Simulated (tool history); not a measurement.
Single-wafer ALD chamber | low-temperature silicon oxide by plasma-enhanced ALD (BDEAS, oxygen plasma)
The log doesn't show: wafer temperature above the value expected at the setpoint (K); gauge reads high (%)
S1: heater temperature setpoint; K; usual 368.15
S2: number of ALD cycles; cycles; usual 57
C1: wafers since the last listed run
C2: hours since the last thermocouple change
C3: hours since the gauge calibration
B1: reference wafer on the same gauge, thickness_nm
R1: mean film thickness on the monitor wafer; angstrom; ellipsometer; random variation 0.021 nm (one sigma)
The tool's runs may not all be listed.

{"run": 1, "hour": 0.0, "S1": 368.15, "S2": 51, "C1": 0, "C2": 1768.6, "C3": 239.2, "B1": 8.37, "R1": 72.6}
{"run": 2, "hour": 28.5, "S1": 368.15, "S2": 57, "C1": 162, "C2": 1797.1, "C3": 267.7, "B1": 8.364, "R1": 81.32}
{"run": 3, "hour": 41.6, "S1": 368.15, "S2": 57, "C1": 74, "C2": 1810.2, "C3": 280.8, "B1": 8.358, "R1": 81.35}
{"run": 4, "hour": 67.9, "S1": 368.15, "S2": 57, "C1": 150, "C2": 1836.5, "C3": 307.1, "B1": 8.348, "R1": 81.06}
{"run": 5, "hour": 92.0, "S1": 368.15, "S2": 57, "C1": 137, "C2": 1860.6, "C3": 331.2, "B1": 8.351, "R1": 81.09}
{"run": 6, "hour": 104.6, "S1": 368.15, "S2": 57, "C1": 71, "C2": 1873.2, "C3": 343.8, "B1": 8.343, "R1": 81.21}
{"run": 7, "hour": 117.9, "S1": 368.15, "S2": 57, "C1": 75, "C2": 1886.5, "C3": 357.1, "B1": 8.348, "R1": 81.38}
{"run": 8, "hour": 145.3, "S1": 368.15, "S2": 49, "C1": 156, "C2": 1913.9, "C3": 384.5, "B1": 8.343, "R1": 69.83}
{"run": 9, "hour": 166.2, "S1": 368.15, "S2": 49, "C1": 119, "C2": 1934.8, "C3": 405.4, "B1": 8.337, "R1": 69.49}
{"run": 10, "hour": 179.8, "S1": 368.15, "S2": 49, "C1": 77, "C2": 1948.4, "C3": 419.0, "B1": 8.347, "R1": 69.78}
{"run": 11, "hour": 212.9, "S1": 368.15, "S2": 57, "C1": 188, "C2": 1981.5, "C3": 452.1, "B1": 8.338, "R1": 81.35}
{"run": 12, "hour": 244.8, "S1": 368.15, "S2": 57, "C1": 182, "C2": 2013.4, "C3": 484.0, "B1": 8.333, "R1": 80.87}
{"run": 13, "hour": 273.3, "S1": 368.15, "S2": 47, "C1": 162, "C2": 2041.9, "C3": 512.5, "B1": 8.34, "R1": 67.06}
{"run": 14, "hour": 295.1, "S1": 353.15, "S2": 50, "C1": 124, "C2": 2063.7, "C3": 534.3, "B1": 8.337, "R1": 75.37}
{"hour": 329.8, "done": "thermocouple changed; heater temperature recalibrated"}
{"run": 15, "hour": 330.3, "S1": 379.15, "S2": 49, "C1": 155, "C2": 0.5, "C3": 569.5, "B1": 8.336, "R1": 67.51}
{"run": 16, "hour": 344.8, "S1": 368.15, "S2": 57, "C1": 82, "C2": 15.0, "C3": 584.0, "B1": 8.334, "R1": 80.71}
{"hour": 359.2, "done": "gauge calibrated"}
{"run": 17, "hour": 380.6, "S1": 374.15, "S2": 52, "C1": 204, "C2": 50.8, "C3": 21.4, "B1": 8.475, "R1": 73.6}
{"run": 18, "hour": 479.6, "S1": 368.15, "S2": 57, "C1": 565, "C2": 149.8, "C3": 120.4, "B1": 8.421, "R1": 82.02}
{"run": 19, "hour": 496.0, "S1": 356.15, "S2": 62, "C1": 93, "C2": 166.2, "C3": 136.8, "B1": 8.416, "R1": 93.19}

The next listed run, before its measurement:
{"run": 20, "hour": 543.0, "S1": 368.15, "S2": 57, "C1": 268, "C2": 213.2, "C3": 183.8, "B1": "?", "R1": "?"}

B1: 8.404
R1: 81.88 angstrom
Without the tool's hidden state the same run would have given R1 82.74 angstrom.
